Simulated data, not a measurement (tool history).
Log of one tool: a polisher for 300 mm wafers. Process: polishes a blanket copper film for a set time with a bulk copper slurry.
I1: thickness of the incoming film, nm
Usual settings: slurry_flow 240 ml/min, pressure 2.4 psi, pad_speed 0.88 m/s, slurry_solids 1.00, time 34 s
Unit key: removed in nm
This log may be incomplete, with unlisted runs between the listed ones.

{"run": 1, "day": 0.0, "slurry_flow": 240, "pressure": 2.4, "pad_speed": 0.88, "slurry_solids": 1.0, "time": 34, "I1": 3960.8, "removed": 249.2}
{"run": 2, "day": 2.238, "slurry_flow": 240, "pressure": 2.4, "pad_speed": 0.88, "slurry_solids": 1.0, "time": 34, "I1": 3967.0, "removed": 250.7}
{"day": 4.35, "done": "head pressure recalibrated"}
{"run": 3, "day": 4.55, "slurry_flow": 240, "pressure": 2.4, "pad_speed": 0.88, "slurry_solids": 1.0, "time": 34, "I1": 3942.8, "removed": 265.2}
{"day": 4.925, "done": "slurry blender recalibrated"}
{"run": 4, "day": 6.338, "slurry_flow": 240, "pressure": 2.4, "pad_speed": 0.88, "slurry_solids": 1.0, "time": 34, "I1": 3999.4, "removed": 263.5}
{"run": 5, "day": 8.233, "slurry_flow": 240, "pressure": 2.4, "pad_speed": 0.88, "slurry_solids": 1.0, "time": 34, "I1": 3958.5, "removed": 264.1}
{"run": 6, "day": 10.233, "slurry_flow": 240, "pressure": 2.8, "pad_speed": 0.88, "slurry_solids": 1.0, "time": 34, "I1": 3955.0, "removed": 297.4}
{"run": 7, "day": 14.725, "slurry_flow": 240, "pressure": 2.8, "pad_speed": 0.88, "slurry_solids": 1.0, "time": 34, "I1": 3975.8, "removed": 295.0}
{"day": 16.775, "done": "slurry nozzle cleaned"}
{"day": 17.483, "done": "worn pad replaced by a new one"}
{"run": 8, "day": 23.338, "slurry_flow": 240, "pressure": 2.4, "pad_speed": 0.88, "slurry_solids": 1.0, "time": 29, "I1": 4015.8, "removed": 218.0}
{"day": 23.817, "done": "slurry blender recalibrated"}
{"run": 9, "day": 27.179, "slurry_flow": 240, "pressure": 2.4, "pad_speed": 0.88, "slurry_solids": 1.0, "time": 29, "I1": 3951.0, "removed": 217.9}
{"run": 10, "day": 29.367, "slurry_flow": 240, "pressure": 2.4, "pad_speed": 0.88, "slurry_solids": 1.0, "time": 34, "I1": 3987.9, "removed": 257.0}
{"day": 33.358, "done": "worn pad replaced by a new one"}
{"run": 11, "day": 42.038, "slurry_flow": 240, "pressure": 2.4, "pad_speed": 0.88, "slurry_solids": 1.0, "time": 34, "I1": 3968.8, "removed": 252.6}
{"day": 43.096, "done": "slurry blender recalibrated"}
{"run": 12, "day": 45.412, "slurry_flow": 240, "pressure": 2.4, "pad_speed": 0.88, "slurry_solids": 1.0, "time": 34, "I1": 3963.1, "removed": 253.9}
{"run": 13, "day": 49.688, "slurry_flow": 285, "pressure": 2.4, "pad_speed": 0.88, "slurry_solids": 0.85, "time": 34, "I1": 4018.9, "removed": 248.8}
{"day": 50.071, "done": "slurry nozzle cleaned"}
{"day": 50.542, "done": "head pressure recalibrated"}
{"day": 50.729, "done": "worn pad replaced by a new one"}
{"run": 14, "day": 51.504, "slurry_flow": 265, "pressure": 2.4, "pad_speed": 0.88, "slurry_solids": 1.0, "time": 34, "I1": 3990.4, "removed": 245.6}
{"run": 15, "day": 55.808, "slurry_flow": 240, "pressure": 2.4, "pad_speed": 0.88, "slurry_solids": 1.0, "time": 34, "I1": 3948.1, "removed": 243.0}
{"day": 57.679, "done": "slurry blender recalibrated"}
{"run": 16, "day": 59.096, "slurry_flow": 165, "pressure": 2.4, "pad_speed": 0.88, "slurry_solids": 1.0, "time": 34, "I1": 3928.9, "removed": 229.0}
{"day": 61.788, "done": "head pressure recalibrated, repeated, since the last time left the tool worse"}
{"day": 66.108, "done": "worn pad replaced by a new one"}
{"run": 17, "day": 66.6, "slurry_flow": 240, "pressure": 2.4, "pad_speed": 0.88, "slurry_solids": 1.0, "time": 34, "I1": 4031.2, "removed": 265.5}
{"run": 18, "day": 68.125, "slurry_flow": 240, "pressure": 2.4, "pad_speed": 0.88, "slurry_solids": 1.0, "time": 29, "I1": 4000.7, "removed": 225.0}
{"run": 19, "day": 69.692, "slurry_flow": 315, "pressure": 2.4, "pad_speed": 0.72, "slurry_solids": 1.0, "time": 34, "I1": 4024.9, "removed": 220.5}
{"run": 20, "day": 72.733, "slurry_flow": 170, "pressure": 2.4, "pad_speed": 0.88, "slurry_solids": 0.7, "time": 34, "I1": 3947.6, "removed": 230.3}
{"run": 21, "day": 75.596, "slurry_flow": 240, "pressure": 2.4, "pad_speed": 0.88, "slurry_solids": 1.0, "time": 34, "I1": 4041.5, "removed": 260.3}
{"day": 75.758, "done": "slurry blender recalibrated"}
{"run": 22, "day": 78.592, "slurry_flow": 280, "pressure": 2.4, "pad_speed": 0.88, "slurry_solids": 0.85, "time": 34, "I1": 3906.6, "removed": 259.5}
{"run": 23, "day": 80.342, "slurry_flow": 240, "pressure": 2.4, "pad_speed": 0.88, "slurry_solids": 1.0, "time": 34, "I1": 3980.8, "removed": 258.8}
{"day": 81.667, "done": "worn pad replaced by a new one"}
{"run": 24, "day": 83.367, "slurry_flow": 240, "pressure": 2.7, "pad_speed": 0.68, "slurry_solids": 1.0, "time": 34, "I1": 4016.8, "removed": 218.3}
{"day": 83.85, "done": "slurry nozzle cleaned"}
{"run": 25, "day": 85.758, "slurry_flow": 240, "pressure": 3.1, "pad_speed": 1.1, "slurry_solids": 1.0, "time": 34, "I1": 4002.1, "removed": 398.0}

Below are 3 alternative next runs, each starting from the tool's condition after run 25. Predict each:
{"run": "A", "day": 85.775, "slurry_flow": 240, "pressure": 2.9, "pad_speed": 0.88, "slurry_solids": 1.0, "time": 34, "I1": 3965.1, "removed": "?"}
{"run": "B", "day": 85.775, "slurry_flow": 240, "pressure": 2.4, "pad_speed": 0.88, "slurry_solids": 0.85, "time": 34, "I1": 3965.1, "removed": "?"}
{"run": "C", "day": 85.775, "slurry_flow": 190, "pressure": 1.9, "pad_speed": 1.14, "slurry_solids": 1.0, "time": 42, "I1": 3965.1, "removed": "?"}

run=A removed=299.3
run=B removed=245.1
run=C removed=325.0
Without the tool's hidden state the same runs would have given:
run=A removed=304.4
run=B removed=249.2
run=C removed=330.5
